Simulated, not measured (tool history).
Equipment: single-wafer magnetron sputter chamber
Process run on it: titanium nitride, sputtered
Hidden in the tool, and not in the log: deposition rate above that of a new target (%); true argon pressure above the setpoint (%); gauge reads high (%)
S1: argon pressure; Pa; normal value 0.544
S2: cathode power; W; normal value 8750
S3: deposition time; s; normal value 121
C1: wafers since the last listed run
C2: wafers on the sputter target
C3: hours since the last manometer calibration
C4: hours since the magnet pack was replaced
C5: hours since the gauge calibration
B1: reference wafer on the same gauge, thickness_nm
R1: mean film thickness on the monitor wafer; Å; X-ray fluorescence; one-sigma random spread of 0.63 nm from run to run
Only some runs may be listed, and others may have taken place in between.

| run | day | S1 | S2 | S3 | C1 | C2 | C3 | C4 | C5 | B1 | R1 |
|---|---|---|---|---|---|---|---|---|---|---|---|
| 1 | 0.000 | 0.688 | 8750 | 104 | 0 | 5556 | 790.1 | 9776.2 | 275.3 | 184.869 | 1672.21 |
| 2 | 1.271 | 0.544 | 8750 | 121 | 246 | 5803 | 820.6 | 9806.7 | 305.8 | 184.810 | 2076.15 |
| 3 | 2.117 | 0.658 | 8750 | 121 | 164 | 5967 | 840.9 | 9827.0 | 326.1 | 185.108 | 1973.31 |
| 4 | 4.708 | 0.658 | 8750 | 121 | 503 | 6471 | 903.1 | 9889.2 | 388.3 | 185.040 | 1977.37 |
| 5 | 5.900 | 0.658 | 8750 | 121 | 231 | 6703 | 931.7 | 9917.8 | 416.9 | 184.926 | 1982.19 |
| 6 | 6.446 | 0.544 | 8750 | 121 | 106 | 6809 | 944.8 | 9930.9 | 430.0 | 184.927 | 2065.10 |
| 7 | 7.392 | 0.544 | 8750 | 121 | 183 | 6993 | 967.5 | 9953.6 | 452.7 | 184.947 | 2068.63 |
| 8 | 8.217 | 0.544 | 8750 | 121 | 160 | 7153 | 987.3 | 9973.4 | 472.5 | 185.024 | 2073.49 |
|  | 9.612 | sputter target and shields replaced |
| 9 | 9.633 | 0.544 | 8750 | 121 | 210 | 4 | 1021.3 | 10007.4 | 506.5 | 184.948 | 2084.58 |
| 10 | 10.608 | 0.544 | 8750 | 121 | 189 | 193 | 1044.7 | 10030.8 | 529.9 | 184.907 | 2076.26 |
| 11 | 12.021 | 0.544 | 8050 | 134 | 274 | 468 | 1078.6 | 10064.7 | 563.8 | 184.958 | 2110.27 |
|  | 12.642 | gauge calibrated |
| 12 | 13.062 | 0.544 | 8050 | 134 | 202 | 670 | 1103.6 | 10089.7 | 10.1 | 184.824 | 2112.28 |
| 13 | 13.938 | 0.544 | 8750 | 121 | 170 | 840 | 1124.6 | 10110.7 | 31.1 | 185.241 | 2072.41 |
| 14 | 14.833 | 0.544 | 8750 | 121 | 174 | 1014 | 1146.1 | 10132.2 | 52.6 | 185.105 | 2076.22 |
| 15 | 16.167 | 0.361 | 7100 | 136 | 259 | 1273 | 1178.1 | 10164.2 | 84.6 | 185.120 | 2043.32 |
|  | 17.371 | capacitance manometer re-zeroed and calibrated |
| 16 | 17.392 | 0.688 | 8750 | 104 | 173 | 1447 | 0.5 | 10193.6 | 114.0 | 184.982 | 1578.61 |
| 17 | 18.450 | 0.544 | 6650 | 134 | 205 | 1652 | 25.9 | 10219.0 | 139.4 | 185.052 | 1669.80 |
|  | 19.083 | magnet pack replaced |
| 18 | 19.604 | 0.544 | 7300 | 133 | 159 | 1812 | 53.6 | 12.5 | 167.1 | 184.958 | 1811.75 |
| 19 | 20.112 | 0.544 | 8750 | 121 | 98 | 1911 | 65.8 | 24.7 | 179.3 | 184.964 | 1983.73 |
| 20 | 21.600 | 0.544 | 8750 | 121 | 289 | 2200 | 101.5 | 60.4 | 215.0 | 185.064 | 1986.56 |
| 21 | 22.379 | 0.707 | 6650 | 129 | 151 | 2351 | 120.2 | 79.1 | 233.7 | 185.000 | 1488.15 |
| 22 | 23.438 | 0.544 | 8750 | 141 | 205 | 2557 | 145.6 | 104.5 | 259.1 | 185.036 | 2332.01 |
| 23 | 24.542 | 0.544 | 8150 | 145 | 214 | 2771 | 172.1 | 131.0 | 285.6 | 184.809 | 2227.26 |
| 24 | 25.042 | 0.544 | 6800 | 121 | 97 | 2868 | 184.1 | 143.0 | 297.6 | 184.956 | 1560.86 |
| 25 | 25.646 | 0.544 | 8750 | 121 | 117 | 2986 | 198.6 | 157.5 | 312.1 | 185.029 | 2010.44 |
| 26 | 26.417 | 0.544 | 8750 | 121 | 149 | 3136 | 217.1 | 176.0 | 330.6 | 184.938 | 2012.75 |
| 27 | 27.012 | 0.544 | 7900 | 121 | 115 | 3251 | 231.4 | 190.3 | 344.9 | 185.185 | 1817.77 |
| 28 | 27.600 | 0.544 | 6650 | 135 | 114 | 3366 | 245.5 | 204.4 | 359.0 | 185.034 | 1701.64 |

Hidden condition of the tool, last listed run before each entry between runs versus first listed run after:
Run 8 -> run 9: sputter target and shields replaced (day 9.612)
  true argon pressure above the setpoint (%): -16.1 -> -16.2
  the result without the hidden state subtracted from the measured one, R1: +91.81 -> +93.03 Å
Run 11 -> run 12: gauge calibrated (day 12.642)
  true argon pressure above the setpoint (%): -16.4 -> -16.5
  the result without the hidden state subtracted from the measured one, R1: +95.32 -> +95.87 Å
Run 15 -> run 16: capacitance manometer re-zeroed and calibrated (day 17.371)
  true argon pressure above the setpoint (%): -16.7 -> 0.819
  the result without the hidden state subtracted from the measured one, R1: +51.07 -> -4.83 Å
Run 17 -> run 18: magnet pack replaced (day 19.083)
  true argon pressure above the setpoint (%): -0.0365 -> -0.916
  the result without the hidden state subtracted from the measured one, R1: +0.17 -> +4.63 Å

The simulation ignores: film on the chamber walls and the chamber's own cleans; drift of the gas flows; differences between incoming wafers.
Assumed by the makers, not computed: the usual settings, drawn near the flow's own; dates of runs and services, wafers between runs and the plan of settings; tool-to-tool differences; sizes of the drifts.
